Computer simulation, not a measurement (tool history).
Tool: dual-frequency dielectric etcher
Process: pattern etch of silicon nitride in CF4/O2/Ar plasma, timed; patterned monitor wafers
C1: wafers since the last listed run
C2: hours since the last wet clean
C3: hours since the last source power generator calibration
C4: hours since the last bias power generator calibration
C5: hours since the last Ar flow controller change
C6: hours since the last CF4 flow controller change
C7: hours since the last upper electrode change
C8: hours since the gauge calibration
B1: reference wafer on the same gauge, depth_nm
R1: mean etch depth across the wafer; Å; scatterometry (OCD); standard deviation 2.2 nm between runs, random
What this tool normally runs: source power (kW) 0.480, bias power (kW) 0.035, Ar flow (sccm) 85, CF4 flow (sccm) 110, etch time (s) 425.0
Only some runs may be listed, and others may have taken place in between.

Run 1, hour 0.0: usual settings but bias power (kW) 0.031, CF4 flow (sccm) 93, etch time (s) 331.5; C1 0; C2 516.1; C3 3340.3; C4 4606.6; C5 2520.7; C6 6317.7; C7 0.9; C8 248.3; B1 670.4. Result: R1 5478 Å.
Run 2, hour 26.6: usual settings but source power (kW) 0.590, etch time (s) 386.5; C1 72; C2 542.7; C3 3366.9; C4 4633.2; C5 2547.3; C6 6344.3; C7 27.5; C8 274.9; B1 671.6. Result: R1 8230 Å.
At hour 47.3: source power generator calibrated.
Run 3, hour 48.3: usual settings but bias power (kW) 0.041; C1 48; C2 564.4; C3 1.0; C4 4654.9; C5 2569.0; C6 6366.0; C7 49.2; C8 296.6; B1 671.4. Result: R1 7394 Å.
At hour 75.3: wet clean of the chamber.
Run 4, hour 83.5: usual settings but bias power (kW) 0.038; C1 30; C2 8.2; C3 36.2; C4 4690.1; C5 2604.2; C6 6401.2; C7 84.4; C8 331.8; B1 670.8. Result: R1 7098 Å.
Run 5, hour 107.2: usual settings; C1 64; C2 31.9; C3 59.9; C4 4713.8; C5 2627.9; C6 6424.9; C7 108.1; C8 355.5; B1 670.9. Result: R1 6957 Å.
Run 6, hour 136.4: usual settings but source power (kW) 0.590, bias power (kW) 0.039; C1 80; C2 61.1; C3 89.1; C4 4743.0; C5 2657.1; C6 6454.1; C7 137.3; C8 384.7; B1 672.0. Result: R1 8708 Å.
Run 7, hour 167.2: usual settings but bias power (kW) 0.027, Ar flow (sccm) 105, CF4 flow (sccm) 125, etch time (s) 473.5; C1 84; C2 91.9; C3 119.9; C4 4773.8; C5 2687.9; C6 6484.9; C7 168.1; C8 415.5; B1 670.4. Result: R1 7037 Å.
Run 8, hour 190.0: usual settings but bias power (kW) 0.044, etch time (s) 298.5; C1 62; C2 114.7; C3 142.7; C4 4796.6; C5 2710.7; C6 6507.7; C7 190.9; C8 438.3; B1 669.9. Result: R1 5273 Å.
At hour 217.9: Ar flow controller replaced.
Run 9, hour 218.4: usual settings; C1 61; C2 143.1; C3 171.1; C4 4825.0; C5 0.5; C6 6536.1; C7 219.3; C8 466.7; B1 671.3. Result: R1 6947 Å.
Run 10, hour 244.4: usual settings but bias power (kW) 0.041, Ar flow (sccm) 99, CF4 flow (sccm) 100, etch time (s) 317.0; C1 71; C2 169.1; C3 197.1; C4 4851.0; C5 26.5; C6 6562.1; C7 245.3; C8 492.7; B1 671.5. Result: R1 5281 Å.
Run 11, hour 257.4: usual settings but source power (kW) 0.510, CF4 flow (sccm) 120, etch time (s) 504.0; C1 35; C2 182.1; C3 210.1; C4 4864.0; C5 39.5; C6 6575.1; C7 258.3; C8 505.7; B1 671.5. Result: R1 8902 Å.
At hour 265.7: bias power generator calibrated.
At hour 289.5: CF4 flow controller replaced.
Run 12, hour 291.0: usual settings; C1 64; C2 215.7; C3 243.7; C4 25.3; C5 73.1; C6 1.5; C7 291.9; C8 539.3; B1 671.0. Result: R1 7044 Å.
Run 13, hour 320.3: usual settings but bias power (kW) 0.038, Ar flow (sccm) 103; C1 80; C2 245.0; C3 273.0; C4 54.6; C5 102.4; C6 30.8; C7 321.2; C8 568.6; B1 671.0. Result: R1 6972 Å.
Run 14, hour 342.0: usual settings but Ar flow (sccm) 100, etch time (s) 344.0; C1 59; C2 266.7; C3 294.7; C4 76.3; C5 124.1; C6 52.5; C7 342.9; C8 590.3; B1 671.0. Result: R1 5582 Å.
Run 15, hour 369.3: usual settings but source power (kW) 0.550, bias power (kW) 0.041, CF4 flow (sccm) 101, etch time (s) 541.5; C1 74; C2 294.0; C3 322.0; C4 103.6; C5 151.4; C6 79.8; C7 370.2; C8 617.6; B1 670.1. Result: R1 10631 Å.
Run 16, hour 393.1: usual settings but Ar flow (sccm) 92, CF4 flow (sccm) 83; C1 65; C2 317.8; C3 345.8; C4 127.4; C5 175.2; C6 103.6; C7 394.0; C8 641.4; B1 671.0. Result: R1 6703 Å.

What will run 17 give?
Run 17, hour 426.2: usual settings but bias power (kW) 0.032, CF4 flow (sccm) 133; C1 90; C2 350.9; C3 378.9; C4 160.5; C5 208.3; C6 136.7; C7 427.1; C8 674.5; B1 ?. Result: R1 ?.

B1: 671.2
R1: 7032 Å
The same run, on a tool lacking any hidden state, would have yielded R1 6858 Å.
